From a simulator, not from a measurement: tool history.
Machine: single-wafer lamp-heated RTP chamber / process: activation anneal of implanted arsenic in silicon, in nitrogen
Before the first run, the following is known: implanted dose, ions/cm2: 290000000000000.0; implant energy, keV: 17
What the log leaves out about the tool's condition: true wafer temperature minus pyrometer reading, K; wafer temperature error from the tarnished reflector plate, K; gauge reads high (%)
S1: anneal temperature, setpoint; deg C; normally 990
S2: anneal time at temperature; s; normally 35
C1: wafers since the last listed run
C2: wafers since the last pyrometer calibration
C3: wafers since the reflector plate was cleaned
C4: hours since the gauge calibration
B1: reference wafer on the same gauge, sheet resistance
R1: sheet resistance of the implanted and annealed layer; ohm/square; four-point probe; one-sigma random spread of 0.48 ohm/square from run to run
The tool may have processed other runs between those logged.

run,hour,S1,S2,C1,C2,C3,C4,B1,R1
1,0,990,35,0,3744,6396,583.3,261.03,318.25
2,32.6,990,35,397,4141,6794,615.9,261.05,318.29
3,93.2,990,35,738,4880,7532,676.5,261.08,317.77
# hour 104.1: reflector plate cleaned
4,149.5,990,35,588,5469,552,732.8,261.04,317.58
5,194.3,990,35,545,6015,1098,777.6,260.96,318.01
6,242.8,990,42,591,6606,1689,826.1,261.11,315.99
7,276.5,990,42,410,7016,2100,859.8,261.03,316.26
8,319.7,990,42,526,7543,2627,903,261.01,315.99
9,380.5,990,26,740,8284,3368,963.8,261.09,318.45
# hour 394.5: pyrometer window cleaned and pyrometer calibrated
10,440.9,990,35,638,564,4006,1024.2,260.98,318.29
11,465.4,990,35,298,863,4305,1048.7,261.1,318.82
12,499.3,990,35,413,1276,4718,1082.6,261.05,318.9
13,564.6,990,35,795,2072,5514,1147.9,260.93,318.95
# hour 621.3: gauge calibrated
14,626.1,972,40,749,2821,6263,4.8,260.96,319.56
# hour 675.6: reflector plate cleaned
15,676.1,990,35,511,3333,6,54.8,260.96,318.34
16,729.9,990,35,655,3989,662,108.6,261.08,317.51
17,769.8,1001,35,486,4475,1148,148.5,260.83,316.63
18,800.9,973,26,379,4854,1527,179.6,260.9,321.01
19,854.9,1011,53,658,5512,2185,233.6,261.15,309.77
20,908.5,1009,35,653,6166,2838,287.2,261.12,314.04
21,932.9,990,35,297,6463,3136,311.6,260.95,317.73
22,974.8,990,35,510,6974,3646,353.5,261.13,317.69
23,1028.7,970,18,656,7630,4303,407.4,260.91,323.51
24,1069.6,1000,16,498,8129,4802,448.3,261.08,320.33
25,1135.1,1016,41,798,8927,5600,513.8,261,310.19
# hour 1164.7: pyrometer window cleaned and pyrometer calibrated
26,1202.8,1012,16,727,464,6328,581.5,261.06,319.96
27,1229,1012,16,319,783,6647,607.7,260.95,319.52
28,1265.4,990,27,443,1227,7090,644.1,261.1,319.85
29,1325.3,990,35,730,1957,7821,704,260.91,319.41
# hour 1334: reflector plate cleaned
30,1396.1,990,35,765,2722,756,774.8,261.04,318.48
31,1533.2,970,18,1670,4393,2427,911.9,260.84,324.08
32,1563.7,963,55,371,4765,2799,942.4,261.06,318.96
33,1624,965,26,734,5500,3533,1002.7,261.04,322.14
34,1689.4,1005,42,797,6297,4331,1068.1,261.08,312.76
35,1737.3,990,54,583,6881,4914,1116,260.88,313.08
# hour 1741.9: gauge calibrated
# hour 1754: pyrometer window cleaned and pyrometer calibrated
36,1801.1,976,26,680,573,5594,59.2,261.12,321.96
# hour 1828.2: reflector plate cleaned
37,1859.1,990,28,609,1182,376,117.2,260.96,319.37

Each row is a separate what-if for the run after 37, all from the same tool condition, not one after another. Results?
A,1859.5,990,50,4,1187,381,117.6,?,?
B,1859.5,1007,45,4,1187,381,117.6,?,?
C,1859.5,1017,20,4,1187,381,117.6,?,?
D,1859.5,962,15,4,1187,381,117.6,?,?

run,B1,R1
A,260.95,315.98
B,260.95,313.69
C,260.95,317.77
D,260.95,325.25
Without the tool's unlogged condition, the same runs would have read:
run,R1
A,316.42
B,314.2
C,318.15
D,325.47

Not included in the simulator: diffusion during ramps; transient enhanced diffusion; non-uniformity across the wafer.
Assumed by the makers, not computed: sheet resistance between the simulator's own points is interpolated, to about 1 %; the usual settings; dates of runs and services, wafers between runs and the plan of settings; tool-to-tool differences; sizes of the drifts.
